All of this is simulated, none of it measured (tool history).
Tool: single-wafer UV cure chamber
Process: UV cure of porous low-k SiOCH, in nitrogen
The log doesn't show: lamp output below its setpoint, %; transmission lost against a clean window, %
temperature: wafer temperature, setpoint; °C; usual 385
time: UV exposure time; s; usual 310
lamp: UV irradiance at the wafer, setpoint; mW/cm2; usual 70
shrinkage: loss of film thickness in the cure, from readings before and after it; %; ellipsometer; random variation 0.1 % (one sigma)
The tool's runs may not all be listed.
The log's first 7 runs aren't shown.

| run | hour | temperature | time | lamp | wafers since the last listed run | hours since the UV bulbs were replaced | wafers since the quartz window was cleaned | shrinkage |
|---|---|---|---|---|---|---|---|---|
| 8 | 359.4 | 385 | 310 | 93 | 332 | 808.1 | 1379 | 12.101 |
| 9 | 388 | 385 | 270 | 70 | 138 | 836.7 | 1517 | 10.085 |
| 10 | 437.7 | 385 | 270 | 70 | 240 | 886.4 | 1758 | 9.862 |
|  | 457.8 | UV bulbs replaced |
|  | 460.4 | quartz window cleaned |
| 11 | 473.5 | 385 | 270 | 70 | 121 | 15.7 | 63 | 11.098 |
| 12 | 507.3 | 385 | 310 | 101 | 163 | 49.5 | 226 | 13.6 |
| 13 | 538.4 | 385 | 310 | 101 | 150 | 80.6 | 377 | 13.181 |
| 14 | 564.7 | 385 | 405 | 70 | 127 | 106.9 | 504 | 12.569 |
| 15 | 763.6 | 385 | 405 | 70 | 962 | 305.8 | 1467 | 12.006 |
| 16 | 808.7 | 385 | 405 | 70 | 218 | 350.9 | 1686 | 12.057 |
| 17 | 855.3 | 380 | 310 | 56 | 225 | 397.5 | 1911 | 9.714 |
|  | 878.3 | quartz window cleaned |
| 18 | 883.1 | 385 | 310 | 70 | 95 | 425.3 | 23 | 11.386 |
| 19 | 916.9 | 372 | 460 | 56 | 163 | 459.1 | 186 | 11.739 |
| 20 | 948.2 | 371 | 180 | 100 | 151 | 490.4 | 338 | 10.077 |
| 21 | 996.1 | 385 | 310 | 70 | 231 | 538.3 | 570 | 11.059 |
| 22 | 1033.3 | 371 | 310 | 40 | 180 | 575.5 | 750 | 8.403 |
| 23 | 1091.3 | 371 | 365 | 40 | 280 | 633.5 | 1031 | 8.934 |
| 24 | 1230.8 | 385 | 210 | 70 | 675 | 773 | 1706 | 8.822 |
|  | 1272.8 | quartz window cleaned |
| 25 | 1273.3 | 377 | 310 | 40 | 167 | 815.5 | 2 | 8.638 |
| 26 | 1307.9 | 385 | 310 | 70 | 167 | 850.1 | 169 | 11.175 |
| 27 | 1372.7 | 398 | 435 | 102 | 313 | 914.9 | 483 | 14.705 |
|  | 1470.9 | UV bulbs replaced |
| 28 | 1545.7 | 377 | 185 | 70 | 798 | 74.8 | 1282 | 8.817 |

Forecast run 29:
| 29 | 1613.2 | 385 | 310 | 70 | 326 | 142.3 | 1609 | ? |

shrinkage: 10.916 %
Without the tool's hidden state the same run would have given shrinkage 11.899 %.
